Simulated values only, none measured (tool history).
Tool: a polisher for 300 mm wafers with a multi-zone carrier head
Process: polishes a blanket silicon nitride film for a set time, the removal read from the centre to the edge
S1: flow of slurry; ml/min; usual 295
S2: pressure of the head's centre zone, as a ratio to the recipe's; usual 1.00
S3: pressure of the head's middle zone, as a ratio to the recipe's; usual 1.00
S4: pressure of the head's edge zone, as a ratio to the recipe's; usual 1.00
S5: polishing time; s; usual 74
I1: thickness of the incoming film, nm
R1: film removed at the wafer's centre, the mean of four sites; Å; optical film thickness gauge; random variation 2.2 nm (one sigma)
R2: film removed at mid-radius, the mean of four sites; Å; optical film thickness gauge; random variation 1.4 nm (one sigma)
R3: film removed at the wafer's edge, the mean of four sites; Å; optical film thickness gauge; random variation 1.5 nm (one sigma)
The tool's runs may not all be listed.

{"run": 1, "hour": 0.0, "S1": 295, "S2": 1.0, "S3": 1.0, "S4": 1.0, "S5": 74, "I1": 402.3, "R1": 1532, "R2": 1433, "R3": 1433}
{"hour": 11.8, "done": "centre zone pressure recalibrated"}
{"run": 2, "hour": 24.7, "S1": 295, "S2": 1.0, "S3": 1.0, "S4": 1.0, "S5": 74, "I1": 398.2, "R1": 1409, "R2": 1437, "R3": 1414}
{"hour": 63.2, "done": "worn pad replaced by a new one"}
{"run": 3, "hour": 66.2, "S1": 295, "S2": 1.0, "S3": 0.92, "S4": 1.0, "S5": 83, "I1": 398.5, "R1": 1593, "R2": 1485, "R3": 1592}
{"run": 4, "hour": 106.3, "S1": 295, "S2": 1.0, "S3": 0.92, "S4": 1.0, "S5": 83, "I1": 405.0, "R1": 1592, "R2": 1500, "R3": 1620}
{"run": 5, "hour": 162.8, "S1": 295, "S2": 1.0, "S3": 1.0, "S4": 1.0, "S5": 74, "I1": 399.3, "R1": 1470, "R2": 1395, "R3": 1406}
{"hour": 219.2, "done": "worn pad replaced by a new one"}
{"hour": 230.6, "done": "carrier head's membrane replaced by a new one"}
{"run": 6, "hour": 231.1, "S1": 295, "S2": 1.0, "S3": 1.0, "S4": 1.0, "S5": 74, "I1": 404.3, "R1": 1481, "R2": 1387, "R3": 1394}
{"run": 7, "hour": 251.7, "S1": 345, "S2": 1.0, "S3": 1.0, "S4": 1.0, "S5": 56, "I1": 406.3, "R1": 1186, "R2": 1085, "R3": 1104}
{"run": 8, "hour": 288.8, "S1": 395, "S2": 1.0, "S3": 0.94, "S4": 1.0, "S5": 74, "I1": 402.4, "R1": 1623, "R2": 1378, "R3": 1454}
{"hour": 310.0, "done": "centre zone pressure recalibrated"}
{"hour": 365.0, "done": "worn pad replaced by a new one"}
{"run": 9, "hour": 367.5, "S1": 295, "S2": 1.0, "S3": 1.0, "S4": 1.0, "S5": 74, "I1": 399.4, "R1": 1380, "R2": 1383, "R3": 1370}
{"hour": 391.6, "done": "edge zone pressure recalibrated"}
{"hour": 392.4, "done": "slurry nozzle cleaned"}
{"run": 10, "hour": 517.3, "S1": 265, "S2": 1.0, "S3": 1.0, "S4": 1.0, "S5": 74, "I1": 392.6, "R1": 1467, "R2": 1452, "R3": 1442}
{"hour": 525.9, "done": "worn pad replaced by a new one"}
{"run": 11, "hour": 554.2, "S1": 295, "S2": 0.94, "S3": 1.08, "S4": 1.0, "S5": 74, "I1": 397.5, "R1": 1500, "R2": 1528, "R3": 1451}
{"hour": 592.0, "done": "centre zone pressure recalibrated"}
{"run": 12, "hour": 613.7, "S1": 255, "S2": 1.0, "S3": 0.88, "S4": 1.0, "S5": 74, "I1": 401.5, "R1": 1364, "R2": 1247, "R3": 1387}
{"run": 13, "hour": 664.4, "S1": 295, "S2": 0.93, "S3": 1.0, "S4": 1.1, "S5": 95, "I1": 404.4, "R1": 1674, "R2": 1816, "R3": 1925}
{"hour": 672.6, "done": "worn pad replaced by a new one"}
{"run": 14, "hour": 716.3, "S1": 340, "S2": 1.09, "S3": 1.0, "S4": 1.0, "S5": 85, "I1": 399.3, "R1": 1832, "R2": 1677, "R3": 1661}

Forecast run 15:
{"run": 15, "hour": 750.5, "S1": 375, "S2": 1.0, "S3": 1.0, "S4": 1.06, "S5": 53, "I1": 403.8, "R1": "?", "R2": "?", "R3": "?"}

{"run 15": {"R1": 1086, "R2": 1037, "R3": 1042}}
Without the tool's hidden state the same run would have given R1 1086 Å, R2 1095 Å, R3 1086 Å.

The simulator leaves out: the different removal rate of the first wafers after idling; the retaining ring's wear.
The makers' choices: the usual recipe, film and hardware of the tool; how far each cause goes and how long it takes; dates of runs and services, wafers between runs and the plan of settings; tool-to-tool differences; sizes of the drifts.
